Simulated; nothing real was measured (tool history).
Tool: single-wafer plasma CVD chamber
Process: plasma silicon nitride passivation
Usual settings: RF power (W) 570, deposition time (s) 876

| run | hour | RF power (W) | deposition time (s) | wafers since the last listed run | hours since the last RF generator calibration | hours since the showerhead was replaced | hours since the gauge calibration | read-back reference wafer on the same gauge, thickness_nm | mean film thickness on the monitor wafer (Å) |
|---|---|---|---|---|---|---|---|---|---|
| 1 | 0.0 | 570 | 876 | 0 | 1455.7 | 6104.0 | 521.7 | 1209.425 | 12087.18 |
|  | 44.5 | gauge calibrated |
| 2 | 62.5 | 570 | 876 | 150 | 1518.2 | 6166.5 | 18.0 | 1210.447 | 12103.56 |
| 3 | 97.9 | 570 | 876 | 85 | 1553.6 | 6201.9 | 53.4 | 1210.599 | 12105.62 |
| 4 | 152.3 | 570 | 876 | 130 | 1608.0 | 6256.3 | 107.8 | 1209.314 | 12060.89 |
| 5 | 218.6 | 570 | 876 | 159 | 1674.3 | 6322.6 | 174.1 | 1210.886 | 12072.48 |
| 6 | 389.7 | 570 | 876 | 411 | 1845.4 | 6493.7 | 345.2 | 1209.954 | 12015.68 |
| 7 | 436.9 | 570 | 876 | 113 | 1892.6 | 6540.9 | 392.4 | 1209.721 | 11962.71 |
| 8 | 507.9 | 570 | 876 | 170 | 1963.6 | 6611.9 | 463.4 | 1211.133 | 11982.98 |
|  | 529.8 | RF generator calibrated |
| 9 | 560.8 | 640 | 955 | 107 | 31.0 | 6664.8 | 516.3 | 1211.080 | 13947.83 |
|  | 583.9 | gauge calibrated |
| 10 | 619.2 | 625 | 1009 | 140 | 89.4 | 6723.2 | 35.3 | 1209.698 | 14624.03 |
|  | 670.6 | showerhead replaced |
| 11 | 672.9 | 570 | 876 | 109 | 143.1 | 2.3 | 89.0 | 1208.736 | 12282.04 |
| 12 | 704.5 | 665 | 753 | 75 | 174.7 | 33.9 | 120.6 | 1210.532 | 11173.48 |
| 13 | 845.4 | 570 | 1003 | 338 | 315.6 | 174.8 | 261.5 | 1209.154 | 14034.19 |
| 14 | 889.0 | 625 | 920 | 104 | 359.2 | 218.4 | 305.1 | 1210.758 | 13321.43 |

Below are 3 alternative next runs, each starting from the tool's condition after run 14. Predict each:
| A | 889.6 | 680 | 876 | 1 | 359.8 | 219.0 | 305.7 | ? | ? |
| B | 889.6 | 540 | 774 | 1 | 359.8 | 219.0 | 305.7 | ? | ? |
| C | 889.6 | 675 | 876 | 1 | 359.8 | 219.0 | 305.7 | ? | ? |

| run | read-back reference wafer on the same gauge, thickness_nm | mean film thickness on the monitor wafer (Å) |
|---|---|---|
| A | 1208.991 | 13067.97 |
| B | 1208.991 | 10625.04 |
| C | 1208.991 | 13033.97 |
What these runs would have given with no unlogged condition in the tool:
| run | mean film thickness on the monitor wafer (Å) |
|---|---|
| A | 13099.72 |
| B | 10650.85 |
| C | 13065.64 |
